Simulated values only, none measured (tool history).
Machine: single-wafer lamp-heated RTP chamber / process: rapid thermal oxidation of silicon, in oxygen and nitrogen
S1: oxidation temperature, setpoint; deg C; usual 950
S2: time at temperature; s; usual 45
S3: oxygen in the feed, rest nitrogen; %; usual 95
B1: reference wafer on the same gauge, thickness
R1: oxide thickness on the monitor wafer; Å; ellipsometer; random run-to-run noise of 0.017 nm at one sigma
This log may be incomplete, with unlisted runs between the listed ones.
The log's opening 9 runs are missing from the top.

| run | hour | S1 | S2 | S3 | B1 | R1 |
|---|---|---|---|---|---|---|
| 10 | 378.2 | 950 | 45 | 95 | 3.495 | 34.47 |
| 11 | 426.5 | 950 | 45 | 95 | 3.488 | 34.60 |
| 12 | 506.7 | 950 | 45 | 95 | 3.493 | 34.78 |
| 13 | 543.2 | 962 | 28 | 95 | 3.489 | 31.65 |
| 14 | 576.4 | 962 | 28 | 95 | 3.493 | 31.70 |
| 15 | 615.9 | 941 | 36 | 98 | 3.501 | 30.67 |
| 16 | 656.3 | 950 | 61 | 86 | 3.483 | 38.25 |
|  | 700.3 | pyrometer window cleaned and pyrometer calibrated, repeated, since the last time left the tool worse |
|  | 713.1 | gauge calibrated |
| 17 | 724.2 | 950 | 45 | 95 | 3.487 | 32.59 |
| 18 | 772.1 | 969 | 25 | 95 | 3.477 | 29.76 |
| 19 | 805.3 | 950 | 52 | 95 | 3.490 | 34.26 |
|  | 821.4 | oxygen flow controller replaced |
| 20 | 849.8 | 950 | 45 | 95 | 3.492 | 32.81 |
| 21 | 883.0 | 972 | 29 | 95 | 3.489 | 32.02 |
| 22 | 981.1 | 950 | 45 | 95 | 3.492 | 32.83 |
| 23 | 1046.6 | 965 | 58 | 95 | 3.489 | 40.66 |
| 24 | 1081.8 | 928 | 45 | 95 | 3.496 | 28.91 |
| 25 | 1119.7 | 950 | 38 | 95 | 3.486 | 31.11 |
| 26 | 1154.1 | 950 | 45 | 95 | 3.493 | 33.28 |
| 27 | 1200.6 | 927 | 59 | 98 | 3.493 | 31.83 |
| 28 | 1226.3 | 950 | 45 | 95 | 3.482 | 33.23 |
| 29 | 1286.0 | 937 | 51 | 86 | 3.493 | 31.31 |
| 30 | 1310.6 | 930 | 57 | 98 | 3.493 | 32.13 |
| 31 | 1338.0 | 928 | 45 | 95 | 3.484 | 29.20 |
| 32 | 1368.6 | 950 | 45 | 95 | 3.495 | 33.26 |
| 33 | 1413.5 | 978 | 25 | 68 | 3.486 | 28.99 |
| 34 | 1484.9 | 967 | 31 | 80 | 3.484 | 30.75 |

Run 35 comes next. What will it give?
| 35 | 1523.5 | 950 | 39 | 95 | ? | ? |

{"run 35": {"B1": 3.495, "R1": 31.47}}
Without the tool's hidden state the same run would have given R1 30.47 Å.
